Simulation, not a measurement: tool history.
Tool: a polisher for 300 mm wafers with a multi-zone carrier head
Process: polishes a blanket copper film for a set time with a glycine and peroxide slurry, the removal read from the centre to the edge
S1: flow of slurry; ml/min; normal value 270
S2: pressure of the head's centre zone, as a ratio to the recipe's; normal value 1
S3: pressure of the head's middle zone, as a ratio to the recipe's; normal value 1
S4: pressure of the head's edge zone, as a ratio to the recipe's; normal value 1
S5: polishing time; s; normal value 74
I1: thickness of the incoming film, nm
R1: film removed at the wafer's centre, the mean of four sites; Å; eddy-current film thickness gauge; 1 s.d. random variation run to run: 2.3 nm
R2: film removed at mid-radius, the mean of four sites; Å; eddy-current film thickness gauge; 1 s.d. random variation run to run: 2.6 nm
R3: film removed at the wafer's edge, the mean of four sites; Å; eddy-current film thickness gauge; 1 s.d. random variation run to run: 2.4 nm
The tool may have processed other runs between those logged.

Run 1, hour 0: usual settings; I1 1261.1. Result: R1 2466 Å, R2 2435 Å, R3 2388 Å.
Run 2, hour 12: usual settings; I1 1261.5. Result: R1 2439 Å, R2 2447 Å, R3 2441 Å.
Run 3, hour 25.9: usual settings; I1 1277.8. Result: R1 2424 Å, R2 2447 Å, R3 2427 Å.
At hour 30.6: centre zone pressure recalibrated.
At hour 31.2: edge zone pressure recalibrated.
Run 4, hour 39.3: usual settings but S5 86 s; I1 1289.8. Result: R1 2818 Å, R2 2813 Å, R3 2837 Å.
Run 5, hour 49.9: usual settings; I1 1296.2. Result: R1 2463 Å, R2 2477 Å, R3 2411 Å.
Run 6, hour 59.4: usual settings; I1 1274.4. Result: R1 2426 Å, R2 2466 Å, R3 2381 Å.
At hour 68: carrier head's membrane replaced by a new one.
Run 7, hour 75.1: usual settings; I1 1278.7. Result: R1 2412 Å, R2 2424 Å, R3 2422 Å.
At hour 83.5: worn pad replaced by a new one.
Run 8, hour 87.4: usual settings but S3 0.93, S4 1.05, S5 88 s; I1 1268.1. Result: R1 2885 Å, R2 2746 Å, R3 2951 Å.
Run 9, hour 138.9: usual settings but S4 0.95; I1 1303.4. Result: R1 2452 Å, R2 2452 Å, R3 2335 Å.
Run 10, hour 149.2: usual settings but S1 365 ml/min, S2 0.96, S4 1.03, S5 63 s; I1 1285.6. Result: R1 2053 Å, R2 2147 Å, R3 2143 Å.
Run 11, hour 163: usual settings but S1 220 ml/min, S5 63 s; I1 1281.6. Result: R1 2030 Å, R2 2063 Å, R3 1996 Å.
Run 12, hour 179.2: usual settings; I1 1267.6. Result: R1 2398 Å, R2 2447 Å, R3 2408 Å.
At hour 182.8: slurry nozzle cleaned.
Run 13, hour 194.3: usual settings but S2 0.94; I1 1266.6. Result: R1 2299 Å, R2 2451 Å, R3 2401 Å.
Run 14, hour 202.3: usual settings but S2 1.04; I1 1283.1. Result: R1 2532 Å, R2 2384 Å, R3 2409 Å.
At hour 208: worn pad replaced by a new one.
Run 15, hour 220: usual settings but S2 0.91, S3 0.95; I1 1290.1. Result: R1 2229 Å, R2 2349 Å, R3 2369 Å.
Run 16, hour 230.1: usual settings but S3 0.91; I1 1300. Result: R1 2429 Å, R2 2262 Å, R3 2386 Å.
Run 17, hour 247.7: usual settings but S1 320 ml/min; I1 1292.6. Result: R1 2458 Å, R2 2461 Å, R3 2441 Å.
Run 18, hour 260.1: usual settings but S3 1.09, S4 1.1; I1 1307.7. Result: R1 2399 Å, R2 2641 Å, R3 2531 Å.
Run 19, hour 267.7: usual settings but S1 180 ml/min, S4 0.94; I1 1287.5. Result: R1 2273 Å, R2 2302 Å, R3 2238 Å.
Run 20, hour 285.3: usual settings but S1 325 ml/min, S3 1.04; I1 1259. Result: R1 2467 Å, R2 2617 Å, R3 2433 Å.
Run 21, hour 300.3: usual settings but S1 235 ml/min; I1 1283.9. Result: R1 2367 Å, R2 2425 Å, R3 2391 Å.

Predict each of these 5 candidate next runs independently; none follows another, all start after run 21:
Run A, hour 300.7: usual settings but S5 97 s; I1 1306.2. Result: R1 ?, R2 ?, R3 ?.
Run B, hour 300.7: usual settings but S1 340 ml/min; I1 1306.2. Result: R1 ?, R2 ?, R3 ?.
Run C, hour 300.7: usual settings but S4 0.94; I1 1306.2. Result: R1 ?, R2 ?, R3 ?.
Run D, hour 300.7: usual settings but S2 1.06, S5 81 s; I1 1306.2. Result: R1 ?, R2 ?, R3 ?.
Run E, hour 300.7: usual settings but S4 0.97, S5 51 s; I1 1306.2. Result: R1 ?, R2 ?, R3 ?.

run    R1    R2    R3
  A  3172  3242  3202
  B  2485  2533  2488
  C  2420  2473  2372
  D  2809  2706  2674
  E  1668  1704  1659
With the hidden condition removed and each run's random variation left untouched, the same runs would have given:
run    R1    R2    R3
  A  3172  3242  3202
  B  2485  2533  2488
  C  2420  2473  2372
  D  2809  2706  2674
  E  1668  1704  1659
